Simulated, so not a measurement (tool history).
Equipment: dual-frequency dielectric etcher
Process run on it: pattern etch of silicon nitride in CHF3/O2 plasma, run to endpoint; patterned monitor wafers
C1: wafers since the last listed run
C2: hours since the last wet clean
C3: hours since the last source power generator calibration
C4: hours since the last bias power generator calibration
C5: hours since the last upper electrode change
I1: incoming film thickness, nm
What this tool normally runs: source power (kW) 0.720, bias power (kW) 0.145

{"run": 1, "hour": 0.0, "source power (kW)": 0.72, "bias power (kW)": 0.145, "C1": 0, "C2": 411.6, "C3": 2216.8, "C4": 2270.9, "C5": 4339.2, "I1": 92.9, "endpoint time (s)": 58.4}
{"hour": 30.0, "done": "wet clean of the chamber"}
{"run": 2, "hour": 66.1, "source power (kW)": 0.72, "bias power (kW)": 0.145, "C1": 380, "C2": 36.1, "C3": 2282.9, "C4": 2337.0, "C5": 4405.3, "I1": 94.1, "endpoint time (s)": 61.0}
{"run": 3, "hour": 116.2, "source power (kW)": 0.72, "bias power (kW)": 0.145, "C1": 452, "C2": 86.2, "C3": 2333.0, "C4": 2387.1, "C5": 4455.4, "I1": 93.5, "endpoint time (s)": 61.1}
{"run": 4, "hour": 163.1, "source power (kW)": 0.72, "bias power (kW)": 0.145, "C1": 423, "C2": 133.1, "C3": 2379.9, "C4": 2434.0, "C5": 4502.3, "I1": 93.5, "endpoint time (s)": 60.3}
{"run": 5, "hour": 197.0, "source power (kW)": 0.72, "bias power (kW)": 0.145, "C1": 306, "C2": 167.0, "C3": 2413.8, "C4": 2467.9, "C5": 4536.2, "I1": 93.4, "endpoint time (s)": 60.2}
{"run": 6, "hour": 230.7, "source power (kW)": 0.72, "bias power (kW)": 0.145, "C1": 304, "C2": 200.7, "C3": 2447.5, "C4": 2501.6, "C5": 4569.9, "I1": 94.0, "endpoint time (s)": 60.0}
{"run": 7, "hour": 286.9, "source power (kW)": 0.72, "bias power (kW)": 0.145, "C1": 507, "C2": 256.9, "C3": 2503.7, "C4": 2557.8, "C5": 4626.1, "I1": 93.3, "endpoint time (s)": 59.3}
{"run": 8, "hour": 325.5, "source power (kW)": 0.72, "bias power (kW)": 0.145, "C1": 348, "C2": 295.5, "C3": 2542.3, "C4": 2596.4, "C5": 4664.7, "I1": 93.2, "endpoint time (s)": 58.6}
{"hour": 370.1, "done": "upper electrode replaced"}
{"run": 9, "hour": 370.6, "source power (kW)": 0.72, "bias power (kW)": 0.145, "C1": 190, "C2": 340.6, "C3": 2587.4, "C4": 2641.5, "C5": 0.5, "I1": 93.4, "endpoint time (s)": 58.8}
{"run": 10, "hour": 377.9, "source power (kW)": 0.72, "bias power (kW)": 0.145, "C1": 65, "C2": 347.9, "C3": 2594.7, "C4": 2648.8, "C5": 7.8, "I1": 92.7, "endpoint time (s)": 57.9}
{"run": 11, "hour": 422.0, "source power (kW)": 0.86, "bias power (kW)": 0.145, "C1": 398, "C2": 392.0, "C3": 2638.8, "C4": 2692.9, "C5": 51.9, "I1": 93.2, "endpoint time (s)": 55.7}
{"hour": 513.4, "done": "wet clean of the chamber"}
{"run": 12, "hour": 513.9, "source power (kW)": 0.86, "bias power (kW)": 0.145, "C1": 613, "C2": 0.5, "C3": 2730.7, "C4": 2784.8, "C5": 143.8, "I1": 94.0, "endpoint time (s)": 57.8}
{"run": 13, "hour": 524.5, "source power (kW)": 0.89, "bias power (kW)": 0.17, "C1": 95, "C2": 11.1, "C3": 2741.3, "C4": 2795.4, "C5": 154.4, "I1": 93.6, "endpoint time (s)": 53.9}
{"hour": 557.8, "done": "source power generator calibrated"}
{"run": 14, "hour": 562.0, "source power (kW)": 0.54, "bias power (kW)": 0.179, "C1": 302, "C2": 48.6, "C3": 4.2, "C4": 2832.9, "C5": 191.9, "I1": 93.8, "endpoint time (s)": 60.9}
{"run": 15, "hour": 609.1, "source power (kW)": 0.63, "bias power (kW)": 0.176, "C1": 425, "C2": 95.7, "C3": 51.3, "C4": 2880.0, "C5": 239.0, "I1": 94.2, "endpoint time (s)": 58.4}
{"run": 16, "hour": 663.5, "source power (kW)": 0.56, "bias power (kW)": 0.129, "C1": 491, "C2": 150.1, "C3": 105.7, "C4": 2934.4, "C5": 293.4, "I1": 94.0, "endpoint time (s)": 68.2}
{"run": 17, "hour": 711.2, "source power (kW)": 0.72, "bias power (kW)": 0.145, "C1": 430, "C2": 197.8, "C3": 153.4, "C4": 2982.1, "C5": 341.1, "I1": 94.3, "endpoint time (s)": 60.6}
{"run": 18, "hour": 751.8, "source power (kW)": 0.72, "bias power (kW)": 0.145, "C1": 366, "C2": 238.4, "C3": 194.0, "C4": 3022.7, "C5": 381.7, "I1": 93.1, "endpoint time (s)": 59.2}
{"run": 19, "hour": 802.9, "source power (kW)": 0.8, "bias power (kW)": 0.126, "C1": 461, "C2": 289.5, "C3": 245.1, "C4": 3073.8, "C5": 432.8, "I1": 92.9, "endpoint time (s)": 59.6}
{"run": 20, "hour": 846.9, "source power (kW)": 0.72, "bias power (kW)": 0.145, "C1": 397, "C2": 333.5, "C3": 289.1, "C4": 3117.8, "C5": 476.8, "I1": 93.1, "endpoint time (s)": 58.6}
{"run": 21, "hour": 915.1, "source power (kW)": 0.67, "bias power (kW)": 0.178, "C1": 615, "C2": 401.7, "C3": 357.3, "C4": 3186.0, "C5": 545.0, "I1": 95.0, "endpoint time (s)": 55.8}
{"hour": 924.8, "done": "bias power generator calibrated"}
{"hour": 967.3, "done": "wet clean of the chamber"}
{"run": 22, "hour": 967.8, "source power (kW)": 0.72, "bias power (kW)": 0.145, "C1": 223, "C2": 0.5, "C3": 410.0, "C4": 43.0, "C5": 597.7, "I1": 91.7, "endpoint time (s)": 60.6}
{"run": 23, "hour": 1000.7, "source power (kW)": 0.79, "bias power (kW)": 0.125, "C1": 297, "C2": 33.4, "C3": 442.9, "C4": 75.9, "C5": 630.6, "I1": 93.8, "endpoint time (s)": 63.6}
{"run": 24, "hour": 1048.7, "source power (kW)": 0.72, "bias power (kW)": 0.145, "C1": 433, "C2": 81.4, "C3": 490.9, "C4": 123.9, "C5": 678.6, "I1": 92.7, "endpoint time (s)": 60.1}
{"run": 25, "hour": 1140.3, "source power (kW)": 0.72, "bias power (kW)": 0.145, "C1": 827, "C2": 173.0, "C3": 582.5, "C4": 215.5, "C5": 770.2, "I1": 93.8, "endpoint time (s)": 60.6}
{"run": 26, "hour": 1201.6, "source power (kW)": 0.67, "bias power (kW)": 0.116, "C1": 553, "C2": 234.3, "C3": 643.8, "C4": 276.8, "C5": 831.5, "I1": 94.3, "endpoint time (s)": 67.2}
{"run": 27, "hour": 1255.7, "source power (kW)": 0.62, "bias power (kW)": 0.125, "C1": 488, "C2": 288.4, "C3": 697.9, "C4": 330.9, "C5": 885.6, "I1": 93.5, "endpoint time (s)": 65.7}
{"run": 28, "hour": 1307.6, "source power (kW)": 0.72, "bias power (kW)": 0.145, "C1": 468, "C2": 340.3, "C3": 749.8, "C4": 382.8, "C5": 937.5, "I1": 94.2, "endpoint time (s)": 59.6}
{"run": 29, "hour": 1354.5, "source power (kW)": 0.72, "bias power (kW)": 0.145, "C1": 423, "C2": 387.2, "C3": 796.7, "C4": 429.7, "C5": 984.4, "I1": 93.8, "endpoint time (s)": 59.5}
{"run": 30, "hour": 1418.8, "source power (kW)": 0.81, "bias power (kW)": 0.123, "C1": 580, "C2": 451.5, "C3": 861.0, "C4": 494.0, "C5": 1048.7, "I1": 94.4, "endpoint time (s)": 61.0}
{"hour": 1444.2, "done": "wet clean of the chamber"}
{"run": 31, "hour": 1475.9, "source power (kW)": 0.72, "bias power (kW)": 0.145, "C1": 298, "C2": 31.7, "C3": 918.1, "C4": 551.1, "C5": 1105.8, "I1": 93.5, "endpoint time (s)": 61.5}
{"run": 32, "hour": 1521.2, "source power (kW)": 0.72, "bias power (kW)": 0.167, "C1": 408, "C2": 77.0, "C3": 963.4, "C4": 596.4, "C5": 1151.1, "I1": 94.4, "endpoint time (s)": 58.3}
{"run": 33, "hour": 1561.2, "source power (kW)": 0.8, "bias power (kW)": 0.145, "C1": 361, "C2": 117.0, "C3": 1003.4, "C4": 636.4, "C5": 1191.1, "I1": 93.8, "endpoint time (s)": 59.4}
{"run": 34, "hour": 1585.4, "source power (kW)": 0.63, "bias power (kW)": 0.167, "C1": 218, "C2": 141.2, "C3": 1027.6, "C4": 660.6, "C5": 1215.3, "I1": 94.4, "endpoint time (s)": 60.1}
{"run": 35, "hour": 1621.0, "source power (kW)": 0.6, "bias power (kW)": 0.159, "C1": 321, "C2": 176.8, "C3": 1063.2, "C4": 696.2, "C5": 1250.9, "I1": 94.2, "endpoint time (s)": 61.9}

Predict each of these 4 candidate next runs independently; none follows another, all start after run 35:
{"run": "A", "hour": 1621.4, "source power (kW)": 0.72, "bias power (kW)": 0.145, "C1": 3, "C2": 177.2, "C3": 1063.6, "C4": 696.6, "C5": 1251.3, "I1": 94.4, "endpoint time (s)": "?"}
{"run": "B", "hour": 1621.4, "source power (kW)": 0.85, "bias power (kW)": 0.114, "C1": 3, "C2": 177.2, "C3": 1063.6, "C4": 696.6, "C5": 1251.3, "I1": 94.4, "endpoint time (s)": "?"}
{"run": "C", "hour": 1621.4, "source power (kW)": 0.61, "bias power (kW)": 0.126, "C1": 3, "C2": 177.2, "C3": 1063.6, "C4": 696.6, "C5": 1251.3, "I1": 94.4, "endpoint time (s)": "?"}
{"run": "D", "hour": 1621.4, "source power (kW)": 0.58, "bias power (kW)": 0.172, "C1": 3, "C2": 177.2, "C3": 1063.6, "C4": 696.6, "C5": 1251.3, "I1": 94.4, "endpoint time (s)": "?"}

run=A endpoint_time_(s)=60.3
run=B endpoint_time_(s)=63.1
run=C endpoint_time_(s)=66.9
run=D endpoint_time_(s)=59.8
With no hidden state in the tool, these same runs would have given:
run=A endpoint_time_(s)=61.5
run=B endpoint_time_(s)=64.3
run=C endpoint_time_(s)=68.2
run=D endpoint_time_(s)=61.0
